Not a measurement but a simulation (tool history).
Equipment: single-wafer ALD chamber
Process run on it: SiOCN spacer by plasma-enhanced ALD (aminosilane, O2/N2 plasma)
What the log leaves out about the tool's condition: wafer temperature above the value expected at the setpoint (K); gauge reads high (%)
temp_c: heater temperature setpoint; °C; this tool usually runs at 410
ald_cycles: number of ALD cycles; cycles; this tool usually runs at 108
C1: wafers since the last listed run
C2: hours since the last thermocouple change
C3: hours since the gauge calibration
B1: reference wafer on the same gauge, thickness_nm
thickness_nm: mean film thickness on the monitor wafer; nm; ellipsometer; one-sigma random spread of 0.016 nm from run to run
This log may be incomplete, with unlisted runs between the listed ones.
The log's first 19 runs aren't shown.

Run 20, hour 247.9: usual settings; C1 56; C2 2966.1; C3 67.2; B1 5.484. Result: thickness_nm 6.265 nm.
Run 21, hour 254.1: usual settings but temp_c 402 °C, ald_cycles 118 cycles; C1 20; C2 2972.3; C3 73.4; B1 5.489. Result: thickness_nm 6.983 nm.
Run 22, hour 260.3: usual settings but temp_c 402 °C, ald_cycles 118 cycles; C1 20; C2 2978.5; C3 79.6; B1 5.495. Result: thickness_nm 6.959 nm.
Run 23, hour 275.9: usual settings but temp_c 398 °C, ald_cycles 93 cycles; C1 52; C2 2994.1; C3 95.2; B1 5.481. Result: thickness_nm 5.564 nm.
Run 24, hour 291.4: usual settings but temp_c 403 °C, ald_cycles 124 cycles; C1 52; C2 3009.6; C3 110.7; B1 5.483. Result: thickness_nm 7.304 nm.
Run 25, hour 308.5: usual settings; C1 57; C2 3026.7; C3 127.8; B1 5.479. Result: thickness_nm 6.263 nm.
Run 26, hour 323.9: usual settings but ald_cycles 88 cycles; C1 51; C2 3042.1; C3 143.2; B1 5.482. Result: thickness_nm 5.094 nm.
At hour 334.4: thermocouple changed; heater temperature recalibrated.
Run 27, hour 341.6: usual settings but temp_c 415 °C, ald_cycles 123 cycles; C1 32; C2 7.2; C3 160.9; B1 5.475. Result: thickness_nm 7.023 nm.
Run 28, hour 357.3: usual settings but temp_c 403 °C, ald_cycles 120 cycles; C1 52; C2 22.9; C3 176.6; B1 5.477. Result: thickness_nm 7.078 nm.
Run 29, hour 364.6: usual settings but temp_c 420 °C, ald_cycles 121 cycles; C1 24; C2 30.2; C3 183.9; B1 5.477. Result: thickness_nm 6.785 nm.
Run 30, hour 375.9: usual settings but temp_c 420 °C, ald_cycles 121 cycles; C1 37; C2 41.5; C3 195.2; B1 5.473. Result: thickness_nm 6.776 nm.

Run 31 has not been measured yet. What should we expect?
Run 31, hour 383.2: usual settings but temp_c 396 °C; C1 24; C2 48.8; C3 202.5; B1 ?. Result: thickness_nm ?.

Run 31 came out at B1 5.47, thickness_nm 6.426 nm.
With no hidden state in the tool, this same run would have given thickness_nm 6.451 nm.
